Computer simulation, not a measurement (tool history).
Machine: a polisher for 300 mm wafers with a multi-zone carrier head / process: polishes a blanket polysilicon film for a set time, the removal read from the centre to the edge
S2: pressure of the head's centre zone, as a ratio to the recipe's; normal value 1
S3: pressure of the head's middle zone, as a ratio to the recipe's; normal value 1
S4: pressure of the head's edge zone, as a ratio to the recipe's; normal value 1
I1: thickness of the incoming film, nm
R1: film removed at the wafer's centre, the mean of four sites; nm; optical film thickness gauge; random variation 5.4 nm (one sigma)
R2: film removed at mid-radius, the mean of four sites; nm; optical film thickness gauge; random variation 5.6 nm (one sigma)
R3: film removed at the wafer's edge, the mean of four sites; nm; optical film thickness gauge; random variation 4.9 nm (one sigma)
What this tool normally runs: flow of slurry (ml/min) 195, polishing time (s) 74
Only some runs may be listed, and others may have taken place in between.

run 1 day=0 | flow_of_slurry_(ml/min)=195 S2=1 S3=1 S4=1 polishing_time_(s)=74 | I1=1116.8 | R1=414.7 R2=414.7 R3=420.9
run 2 day=0.454 | flow_of_slurry_(ml/min)=195 S2=1 S3=1 S4=1 polishing_time_(s)=74 | I1=1117.8 | R1=414.9 R2=409 R3=420.8
run 3 day=0.946 | flow_of_slurry_(ml/min)=195 S2=1 S3=1 S4=1 polishing_time_(s)=86 | I1=1099.3 | R1=466.9 R2=477.3 R3=485.2
run 4 day=1.321 | flow_of_slurry_(ml/min)=195 S2=1 S3=1 S4=1 polishing_time_(s)=86 | I1=1101 | R1=477.4 R2=471.7 R3=479.7
run 5 day=2.058 | flow_of_slurry_(ml/min)=195 S2=1.07 S3=0.97 S4=1 polishing_time_(s)=74 | I1=1089.9 | R1=440.9 R2=397.6 R3=420.2
run 6 day=2.65 | flow_of_slurry_(ml/min)=195 S2=1.07 S3=0.97 S4=1 polishing_time_(s)=74 | I1=1120.9 | R1=426 R2=400.4 R3=416.6
run 7 day=2.917 | flow_of_slurry_(ml/min)=240 S2=1 S3=1 S4=0.94 polishing_time_(s)=74 | I1=1096.7 | R1=425.5 R2=425.9 R3=413.7
-- day=3.162 worn pad replaced by a new one
run 8 day=3.212 | flow_of_slurry_(ml/min)=240 S2=1 S3=1 S4=0.94 polishing_time_(s)=74 | I1=1131 | R1=424.9 R2=423.5 R3=420.9
run 9 day=3.471 | flow_of_slurry_(ml/min)=240 S2=1 S3=1 S4=0.94 polishing_time_(s)=74 | I1=1111.4 | R1=429.1 R2=425.1 R3=416
run 10 day=4.029 | flow_of_slurry_(ml/min)=195 S2=1 S3=1 S4=1 polishing_time_(s)=74 | I1=1111.7 | R1=409.6 R2=425.5 R3=424.7
-- day=4.338 edge zone pressure recalibrated
run 11 day=4.454 | flow_of_slurry_(ml/min)=195 S2=0.93 S3=1.06 S4=1 polishing_time_(s)=74 | I1=1111.6 | R1=386.3 R2=430.2 R3=417.7
run 12 day=5.179 | flow_of_slurry_(ml/min)=235 S2=1 S3=1 S4=1 polishing_time_(s)=74 | I1=1113.3 | R1=414.1 R2=428 R3=428.2
-- day=5.462 centre zone pressure recalibrated
run 13 day=5.75 | flow_of_slurry_(ml/min)=195 S2=1 S3=1 S4=1 polishing_time_(s)=91 | I1=1113.9 | R1=507.6 R2=497.3 R3=518.2
run 14 day=6.246 | flow_of_slurry_(ml/min)=195 S2=1 S3=0.89 S4=0.93 polishing_time_(s)=74 | I1=1093.4 | R1=411.8 R2=370.5 R3=411.6
-- day=6.317 slurry nozzle cleaned
run 15 day=6.688 | flow_of_slurry_(ml/min)=195 S2=1 S3=1 S4=1 polishing_time_(s)=74 | I1=1110.9 | R1=410.5 R2=411.5 R3=422.9
-- day=7.375 carrier head's membrane replaced by a new one
-- day=7.521 worn pad replaced by a new one
run 16 day=7.729 | flow_of_slurry_(ml/min)=195 S2=1 S3=1 S4=0.9 polishing_time_(s)=74 | I1=1093.4 | R1=417.7 R2=411.4 R3=395.2
run 17 day=8.025 | flow_of_slurry_(ml/min)=195 S2=1 S3=1.04 S4=1.09 polishing_time_(s)=74 | I1=1109.8 | R1=413.9 R2=423 R3=440.3
run 18 day=8.771 | flow_of_slurry_(ml/min)=195 S2=1 S3=1 S4=0.93 polishing_time_(s)=82 | I1=1111.5 | R1=449.6 R2=452.4 R3=449.1
run 19 day=9.038 | flow_of_slurry_(ml/min)=195 S2=1 S3=1 S4=1 polishing_time_(s)=74 | I1=1131.6 | R1=418.2 R2=407.7 R3=425.6
run 20 day=9.767 | flow_of_slurry_(ml/min)=160 S2=1 S3=1 S4=1 polishing_time_(s)=56 | I1=1099.2 | R1=303 R2=298.2 R3=303.1

Forecast each of these 3 alternatives for the next run:
run A day=9.788 | flow_of_slurry_(ml/min)=165 S2=1 S3=1 S4=1 polishing_time_(s)=74 | I1=1121.4 | R1=? R2=? R3=?
run B day=9.788 | flow_of_slurry_(ml/min)=195 S2=0.88 S3=1.06 S4=1 polishing_time_(s)=74 | I1=1121.4 | R1=? R2=? R3=?
run C day=9.788 | flow_of_slurry_(ml/min)=195 S2=0.9 S3=1 S4=1.09 polishing_time_(s)=50 | I1=1121.4 | R1=? R2=? R3=?

run=A R1=405.6 R2=401 R3=401.6
run=B R1=375.8 R2=434.4 R3=410.2
run=C R1=258.8 R2=279.3 R3=289.4
With the hidden condition removed and each run's random variation left untouched, the same runs would have given:
run=A R1=405.6 R2=401 R3=401.6
run=B R1=375.8 R2=434.4 R3=410.2
run=C R1=258.8 R2=279.3 R3=289.4
